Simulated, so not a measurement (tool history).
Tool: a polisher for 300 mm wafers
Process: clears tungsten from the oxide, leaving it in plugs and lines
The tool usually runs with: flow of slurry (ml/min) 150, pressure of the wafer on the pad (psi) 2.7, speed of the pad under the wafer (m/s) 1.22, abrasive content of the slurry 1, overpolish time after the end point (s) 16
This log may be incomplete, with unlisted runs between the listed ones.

run     day  flow of slurry (ml/min)  pressure of the wafer on the pad (psi)  speed of the pad under the wafer (m/s)  abrasive content of the slurry  overpolish time after the end point (s)  incoming thickness of the incoming film, nm  time until the end point was called (s)
  1       0                      150                                       3                                    1.22                               1                                       16                                        462.7                                    105.6
       0.65  -- slurry tank refilled with fresh slurry and peroxide
      0.833  -- worn pad replaced by a new one
  2   1.004                      150                                       3                                    1.22                               1                                       16                                          468                                     97.2
  3   2.279                      150                                       3                                    1.22                               1                                       16                                          475                                     99.6
  4   3.758                      150                                     2.1                                    1.22                               1                                       16                                        471.9                                    131.6
  5   4.929                      150                                     2.1                                    1.22                               1                                       16                                        470.4                                    133.4
      5.021  -- slurry tank refilled with fresh slurry and peroxide
  6   6.108                      150                                     2.1                                    1.22                               1                                       16                                        469.9                                    137.1
      7.175  -- worn pad replaced by a new one
  7   7.196                      150                                     2.7                                    1.22                               1                                       16                                          464                                    121.7
      7.479  -- head pressure recalibrated
  8   8.388                      150                                     2.7                                    1.22                               1                                       16                                        470.9                                    120.7
      8.746  -- slurry nozzle cleaned
      8.812  -- slurry tank refilled with fresh slurry and peroxide
      10.35  -- worn pad replaced by a new one, repeated, since the last time left the tool worse
     12.483  -- slurry tank refilled with fresh slurry and peroxide
     12.625  -- slurry blender recalibrated
  9  12.729                      185                                     2.7                                    1.08                               1                                       16                                        464.8                                    115.9
 10    13.3                      150                                     2.7                                    1.22                               1                                       16                                        471.9                                    111.4
 11  13.942                      150                                     2.7                                    1.56                               1                                       24                                        471.7                                     87.2
 12  14.496                      115                                     2.9                                    1.22                             0.9                                       23                                        473.5                                    114.1
 13  15.438                      175                                     2.7                                    1.22                               1                                       10                                        470.2                                    109.9
     16.308  -- slurry tank refilled with fresh slurry and peroxide
 14  16.454                      150                                     3.5                                    1.22                            0.85                                       16                                        469.4                                     96.2
     16.675  -- worn pad replaced by a new one
 15  17.054                      150                                     2.7                                    1.22                               1                                       16                                        471.4                                    106.7
 16  18.392                      150                                     3.4                                    1.22                               1                                       13                                        464.7                                     89.7
 17   19.25                      150                                     3.5                                    1.22                               1                                       20                                        461.3                                     86.7

For each run, the measured value with the value that run would have given without the tool's hidden condition subtracted. The run-to-run variation is shared by both, the gauge scatter possibly not:
Hidden state present: removal rate lost through wear of the pad, %; slurry flow missing at the pad, %; deviation of the head's pressure from its setpoint, %; abrasive missing from the slurry, %; peroxide lost from the slurry, %.
run  time until the end point was called (s)
  1                                    +10.6
  2                                     +0.4
  3                                     +0.8
  4                                     +2.8
  5                                     +5.1
  6                                     +8.3
  7                                    +16.5
  8                                    +16.8
  9                                     +2.2
 10                                     +2.8
 11                                     +2.9
 12                                     +4.8
 13                                     +6.6
 14                                       +8
 15                                     +0.9
 16                                     +1.3
 17                                     +1.8
